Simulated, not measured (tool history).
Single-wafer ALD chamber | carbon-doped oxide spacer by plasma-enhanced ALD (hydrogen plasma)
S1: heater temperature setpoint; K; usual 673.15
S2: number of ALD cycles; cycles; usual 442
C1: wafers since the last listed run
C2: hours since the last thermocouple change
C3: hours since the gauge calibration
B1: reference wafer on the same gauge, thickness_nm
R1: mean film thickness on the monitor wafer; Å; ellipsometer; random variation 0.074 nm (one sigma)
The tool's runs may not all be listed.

| run | hour | S1 | S2 | C1 | C2 | C3 | B1 | R1 |
|---|---|---|---|---|---|---|---|---|
| 1 | 0 | 673.15 | 442 | 0 | 2064.2 | 181 | 24.556 | 223.29 |
| 2 | 91 | 673.15 | 442 | 73 | 2155.2 | 272 | 24.596 | 223.69 |
| 3 | 161.2 | 673.15 | 442 | 56 | 2225.4 | 342.2 | 24.66 | 224.94 |
| 4 | 247.1 | 673.15 | 442 | 69 | 2311.3 | 428.1 | 24.675 | 224.09 |
| 5 | 388.2 | 673.15 | 442 | 114 | 2452.4 | 569.2 | 24.716 | 225.35 |
| 6 | 430.5 | 673.15 | 442 | 34 | 2494.7 | 611.5 | 24.727 | 225.78 |
| 7 | 507.4 | 673.15 | 442 | 62 | 2571.6 | 688.4 | 24.733 | 226.48 |
| 8 | 710.9 | 673.15 | 442 | 164 | 2775.1 | 891.9 | 24.744 | 226.23 |
|  | 725.6 | thermocouple changed; heater temperature recalibrated |
| 9 | 793.5 | 673.15 | 442 | 60 | 67.9 | 974.5 | 24.76 | 225.43 |
| 10 | 829.8 | 673.15 | 442 | 29 | 104.2 | 1010.8 | 24.751 | 224.96 |
|  | 860.1 | gauge calibrated |
| 11 | 880.2 | 673.15 | 442 | 40 | 154.6 | 20.1 | 24.44 | 222.27 |
| 12 | 951.2 | 673.15 | 442 | 57 | 225.6 | 91.1 | 24.51 | 223.68 |
| 13 | 1032.3 | 673.15 | 442 | 65 | 306.7 | 172.2 | 24.573 | 221.95 |
| 14 | 1111.6 | 673.15 | 442 | 64 | 386 | 251.5 | 24.609 | 225.62 |
| 15 | 1157 | 681.15 | 527 | 36 | 431.4 | 296.9 | 24.591 | 261.14 |
| 16 | 1228.1 | 663.15 | 442 | 57 | 502.5 | 368 | 24.656 | 223.47 |
| 17 | 1265.6 | 681.15 | 527 | 30 | 540 | 405.5 | 24.701 | 262.95 |
| 18 | 1305 | 661.15 | 416 | 31 | 579.4 | 444.9 | 24.695 | 211.71 |
| 19 | 1411.8 | 673.15 | 382 | 86 | 686.2 | 551.7 | 24.721 | 194.19 |
| 20 | 1487.8 | 668.15 | 354 | 61 | 762.2 | 627.7 | 24.691 | 180.41 |

The next listed run, before its measurement:
| 21 | 1567.8 | 687.15 | 442 | 64 | 842.2 | 707.7 | ? | ? |

Run 21 gave B1 24.72, R1 217.58 Å.
Without the tool's hidden state the same run would have given R1 214.62 Å.
